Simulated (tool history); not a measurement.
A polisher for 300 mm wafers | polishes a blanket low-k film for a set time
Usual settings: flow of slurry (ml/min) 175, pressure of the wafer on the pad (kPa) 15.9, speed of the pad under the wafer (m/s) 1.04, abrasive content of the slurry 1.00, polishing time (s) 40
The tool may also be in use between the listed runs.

run,hour,flow of slurry (ml/min),pressure of the wafer on the pad (kPa),speed of the pad under the wafer (m/s),abrasive content of the slurry,polishing time (s),wafers since the last listed run,wafers polished on this pad,hours since the slurry nozzle was cleaned,hours since the head pressure was calibrated,hours since the slurry blender was calibrated,hours since the conditioning disc was replaced,"incoming thickness of the incoming film, nm",film removed (Å)
1,0.0,175,15.9,1.04,1.00,40,0,3879,241.3,215.1,248.3,105.8,609.3,136
2,45.3,175,15.9,1.04,1.00,40,616,4496,286.6,260.4,293.6,151.1,610.9,127
# hour 51.7: worn pad replaced by a new one
# hour 75.8: slurry blender recalibrated
3,97.0,175,15.9,1.04,1.00,40,621,588,338.3,312.1,21.2,202.8,619.7,142
4,147.0,175,15.9,1.04,1.00,40,680,1268,388.3,362.1,71.2,252.8,630.8,136
# hour 200.5: conditioning disc replaced and pad reconditioned
# hour 233.5: head pressure recalibrated
5,241.0,175,15.9,1.04,1.00,32,1224,2493,482.3,7.5,165.2,40.5,616.5,113
6,324.6,175,15.9,1.32,1.00,40,1137,3630,565.9,91.1,248.8,124.1,607.7,156
# hour 372.3: worn pad replaced by a new one
7,373.3,175,15.9,1.32,1.00,40,607,13,614.6,139.8,297.5,172.8,622.9,149
# hour 423.3: slurry blender recalibrated
8,430.1,175,15.9,1.04,1.00,40,745,758,671.4,196.6,6.8,229.6,626.3,134
# hour 493.5: conditioning disc replaced and pad reconditioned
# hour 549.8: slurry nozzle cleaned
9,581.1,175,15.9,1.04,1.00,33,2012,2771,31.3,347.6,157.8,87.6,611.0,114
# hour 608.3: head pressure recalibrated
10,624.4,175,15.9,1.04,1.00,33,561,3333,74.6,16.1,201.1,130.9,616.2,112
11,672.1,175,15.9,1.04,1.00,33,648,3981,122.3,63.8,248.8,178.6,610.2,106
# hour 695.5: worn pad replaced by a new one
12,717.2,175,15.9,1.04,1.00,40,559,295,167.4,108.9,293.9,223.7,617.4,123
13,777.1,155,15.9,0.90,1.00,40,814,1110,227.3,168.8,353.8,283.6,609.6,105
# hour 789.2: slurry blender recalibrated
# hour 841.6: conditioning disc replaced and pad reconditioned
14,858.2,125,15.9,1.04,1.00,40,1048,2158,308.4,249.9,69.0,16.6,621.6,142
15,956.0,175,15.9,1.40,1.00,40,1330,3488,406.2,347.7,166.8,114.4,622.4,172
# hour 976.9: head pressure recalibrated
# hour 984.4: worn pad replaced by a new one
16,1053.0,115,13.8,1.22,1.00,44,1237,933,503.2,76.1,263.8,211.4,613.7,131
# hour 1106.0: slurry blender recalibrated
17,1128.9,175,15.9,1.04,1.00,40,1005,1938,579.1,152.0,22.9,287.3,612.4,132
# hour 1176.9: conditioning disc replaced and pad reconditioned
18,1192.0,175,15.9,1.04,1.00,40,831,2769,642.2,215.1,86.0,15.1,619.2,148
19,1285.8,215,20.7,1.04,0.85,46,1275,4045,736.0,308.9,179.8,108.9,608.9,182
# hour 1304.9: worn pad replaced by a new one
20,1332.5,175,11.0,1.04,1.00,40,580,375,782.7,355.6,226.5,155.6,619.8,99
# hour 1391.7: slurry blender recalibrated
21,1417.0,130,17.9,1.16,1.00,45,1122,1497,867.2,440.1,25.3,240.1,607.8,167
# hour 1422.2: slurry nozzle cleaned
# hour 1424.6: head pressure recalibrated
# hour 1510.1: conditioning disc replaced and pad reconditioned
22,1517.5,175,19.3,1.04,1.00,40,1298,2796,95.3,92.9,125.8,7.4,625.4,179
23,1601.5,175,15.9,1.04,0.70,40,1142,3938,179.3,176.9,209.8,91.4,627.2,119

Forecast each of these 3 alternatives for the next run:
A,1601.9,175,17.9,1.04,1.00,40,5,3944,179.7,177.3,210.2,91.8,622.1,?
B,1601.9,220,15.9,1.04,1.00,50,5,3944,179.7,177.3,210.2,91.8,622.1,?
C,1601.9,130,15.9,1.04,1.15,46,5,3944,179.7,177.3,210.2,91.8,622.1,?

run,film removed (Å)
A,154
B,180
C,160
Without the tool's hidden state the same runs would have given:
run,film removed (Å)
A,182
B,212
C,186

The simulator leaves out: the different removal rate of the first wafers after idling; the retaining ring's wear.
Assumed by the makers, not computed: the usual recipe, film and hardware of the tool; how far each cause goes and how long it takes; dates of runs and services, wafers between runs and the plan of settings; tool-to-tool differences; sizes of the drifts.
